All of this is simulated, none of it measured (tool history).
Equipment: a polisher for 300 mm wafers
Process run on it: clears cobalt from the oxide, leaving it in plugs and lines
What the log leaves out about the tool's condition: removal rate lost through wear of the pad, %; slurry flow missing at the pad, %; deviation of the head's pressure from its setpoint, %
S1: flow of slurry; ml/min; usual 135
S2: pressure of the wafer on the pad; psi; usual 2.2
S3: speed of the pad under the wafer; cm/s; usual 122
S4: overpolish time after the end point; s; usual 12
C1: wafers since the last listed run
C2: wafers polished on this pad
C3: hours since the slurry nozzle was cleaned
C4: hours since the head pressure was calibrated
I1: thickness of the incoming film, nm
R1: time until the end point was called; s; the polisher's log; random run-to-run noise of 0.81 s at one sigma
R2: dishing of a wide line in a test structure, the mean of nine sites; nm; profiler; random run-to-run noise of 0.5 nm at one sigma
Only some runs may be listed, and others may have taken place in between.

run    hour   S1   S2   S3  S4    C1    C2     C3     C4     I1    R1    R2
  1     0.0  135  2.2  122   7     0   457  115.2  396.5  261.1  53.5  23.5
  2    67.9  170  2.2  122   8   534   992  183.1  464.4  258.6  53.5  26.1
  3   110.7  170  2.2  122   8   337  1329  225.9  507.2  263.0  57.6  24.9
  4   136.9  170  2.2  122   8   206  1535  252.1  533.4  259.1  56.9  25.2
  5   191.8  150  2.2  122  12   432  1968  307.0  588.3  259.2  57.9  31.9
      267.2  -- slurry nozzle cleaned
  6   342.0  150  2.2  122  12  1175  3143   74.8  738.5  260.4  57.2  32.7
      376.3  -- worn pad replaced by a new one
  7   392.4  150  2.2  122  12   365   126  125.2  788.9  260.9  52.8  34.4
  8   430.5  135  2.2  122  12   300   426  163.3  827.0  259.4  56.0  32.6
  9   490.2  135  2.2  122  12   470   897  223.0  886.7  264.3  58.0  32.8
 10   547.2  135  2.5  122  12   448  1346  280.0  943.7  263.8  53.7  34.0
      556.2  -- head pressure recalibrated
 11   584.7  135  2.5  122  12   279  1625  317.5   28.5  257.4  54.5  33.7
 12   628.1  135  2.2  122  12   341  1967  360.9   71.9  257.3  62.8  30.4
      657.0  -- slurry nozzle cleaned
 13   683.1  135  2.2  122  12   425  2392   26.1  126.9  260.0  57.0  32.6
      725.3  -- worn pad replaced by a new one
 14   735.2  135  1.7  122  16   378    78   78.2  179.0  259.5  65.8  35.3
 15   779.6  165  2.2   92  18   349   427  122.6  223.4  262.4  62.3  38.8
 16   805.9  135  1.7  122  12   207   634  148.9  249.7  261.7  71.6  27.6
 17   859.3  135  1.6  156  12   420  1055  202.3  303.1  259.5  69.0  28.9
 18   913.1  135  1.8  122  12   423  1479  256.1  356.9  261.0  73.2  27.2
 19   956.4  115  2.9  122  14   341  1820  299.4  400.2  263.8  50.8  36.7
 20   993.8  135  2.2  122  12   294  2115  336.8  437.6  264.8  64.2  30.1
     1007.4  -- slurry nozzle cleaned
 21  1049.2  150  2.2  122  12   428  2543   41.8  493.0  258.8  54.6  32.9
 22  1084.6  135  2.5   86  19   278  2822   77.2  528.4  261.3  63.5  39.3
 23  1131.3  135  1.7  122  12   367  3190  123.9  575.1  256.6  76.9  27.5
     1146.1  -- worn pad replaced by a new one
 24  1194.1  135  2.2  140   8   463   378  186.7  637.9  260.5  51.9  27.2
 25  1230.9  135  2.2  122   8   289   668  223.5  674.7  256.3  57.3  24.3
 26  1278.8  135  2.2  122  12   377  1045  271.4  722.6  258.5  62.3  31.9
 27  1325.4  105  2.5  160  12   367  1412  318.0  769.2  258.9  49.5  34.9
     1348.4  -- slurry nozzle cleaned
 28  1360.2  135  2.5  112  10   266  1678   11.8  804.0  261.3  53.7  30.5

What does the tool deliver on the next run?
 29  1393.6  90  1.8  94  16  263  1941  45.2  837.4  255.8   ?   ?

R1: 92.1 s
R2: 29.0 nm
With no hidden state in the tool, this same run would have given R1 78.5 s, R2 32.0 nm.

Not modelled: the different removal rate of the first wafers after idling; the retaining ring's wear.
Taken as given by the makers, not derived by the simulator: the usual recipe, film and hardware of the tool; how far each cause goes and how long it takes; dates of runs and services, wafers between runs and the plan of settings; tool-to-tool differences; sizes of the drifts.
